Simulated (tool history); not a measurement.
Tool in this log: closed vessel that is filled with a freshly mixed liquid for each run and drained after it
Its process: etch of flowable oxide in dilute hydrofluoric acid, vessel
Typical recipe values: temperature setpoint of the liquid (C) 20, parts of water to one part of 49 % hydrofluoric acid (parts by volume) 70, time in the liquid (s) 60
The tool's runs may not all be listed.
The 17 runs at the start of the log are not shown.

run   hour  temperature setpoint of the liquid (C)  parts of water to one part of 49 % hydrofluoric acid (parts by volume)  time in the liquid (s)  wafers since the last listed run  hours since the thermometer was replaced  hours since the hydrofluoric acid flow meter was replaced  hours since the gauge calibration  read-back film thickness of the flowable oxide reference wafer, read on the same gauge (nm)  thickness taken off the flowable oxide on a monitor wafer (nm)
 18  183.8                                      20                                                                      45                      60                              1106                                    2164.2                                                      363.1                               70.7                                                                                        70.02                                                           84.92
 19  198.3                                    24.5                                                                      70                      60                              1262                                    2178.7                                                      377.6                               85.2                                                                                           70                                                           63.62
 20    216                                      20                                                                      70                      60                              1541                                    2196.4                                                      395.3                              102.9                                                                                        70.04                                                            52.8
     225.4  -- hydrofluoric acid flow meter replaced
 21  225.9                                      17                                                                      70                      60                               775                                    2206.3                                                        0.5                              112.8                                                                                        70.02                                                           45.21
       242  -- thermometer replaced
 22  262.8                                    21.5                                                                      95                      30                              3126                                      20.8                                                       37.4                              149.7                                                                                        69.99                                                            19.6
 23  275.4                                      20                                                                      70                      45                              1097                                      33.4                                                         50                              162.3                                                                                        70.01                                                           38.45
 24  285.4                                      17                                                                      85                      90                               870                                      43.4                                                         60                              172.3                                                                                        69.98                                                           55.15
 25  292.7                                      20                                                                      70                      60                               635                                      50.7                                                       67.3                              179.6                                                                                        70.02                                                           51.26
 26  300.9                                      20                                                                      40                      60                               714                                      58.9                                                       75.5                              187.8                                                                                        70.01                                                           93.33
 27  316.4                                      20                                                                      70                      30                              1350                                      74.4                                                         91                              203.3                                                                                        69.97                                                           25.77
 28  323.3                                      20                                                                      70                      60                               600                                      81.3                                                       97.9                              210.2                                                                                        69.94                                                           51.78
 29  332.8                                      20                                                                      40                      35                               827                                      90.8                                                      107.4                              219.7                                                                                        69.97                                                           54.71
 30  346.7                                      20                                                                     100                      60                              1210                                     104.7                                                      121.3                              233.6                                                                                        70.01                                                           35.09
 31  361.9                                      20                                                                      45                      60                              1323                                     119.9                                                      136.5                              248.8                                                                                        69.96                                                           82.82
 32    374                                      18                                                                      90                      35                              1053                                       132                                                      148.6                              260.9                                                                                        69.96                                                           21.29
 33  388.4                                      20                                                                      85                      95                              1254                                     146.4                                                        163                              275.3                                                                                        69.97                                                           66.51
 34    396                                      17                                                                      70                      80                               661                                       154                                                      170.6                              282.9                                                                                        70.04                                                           61.16

Consider 4 possible next runs. They are alternatives, not a sequence: every one starts from the tool as it was left by run 34. What does each give?
  A  396.7                                      20                                                                      70                      60                                60                                     154.7                                                      171.3                              283.6                                                                                            ?                                                               ?
  B  396.7                                      20                                                                      95                      60                                60                                     154.7                                                      171.3                              283.6                                                                                            ?                                                               ?
  C  396.7                                    17.5                                                                      95                      60                                60                                     154.7                                                      171.3                              283.6                                                                                            ?                                                               ?
  D  396.7                                    23.5                                                                      70                      45                                60                                     154.7                                                      171.3                              283.6                                                                                            ?                                                               ?

run  read-back film thickness of the flowable oxide reference wafer, read on the same gauge (nm)  thickness taken off the flowable oxide on a monitor wafer (nm)
  A                                                                                        69.98                                                           52.09
  B                                                                                        69.98                                                           37.32
  C                                                                                        69.98                                                           33.63
  D                                                                                        69.98                                                           45.15
With no hidden state in the tool, these same runs would have given:
run  thickness taken off the flowable oxide on a monitor wafer (nm)
  A                                                           50.82
  B                                                           36.38
  C                                                           32.79
  D                                                           44.04

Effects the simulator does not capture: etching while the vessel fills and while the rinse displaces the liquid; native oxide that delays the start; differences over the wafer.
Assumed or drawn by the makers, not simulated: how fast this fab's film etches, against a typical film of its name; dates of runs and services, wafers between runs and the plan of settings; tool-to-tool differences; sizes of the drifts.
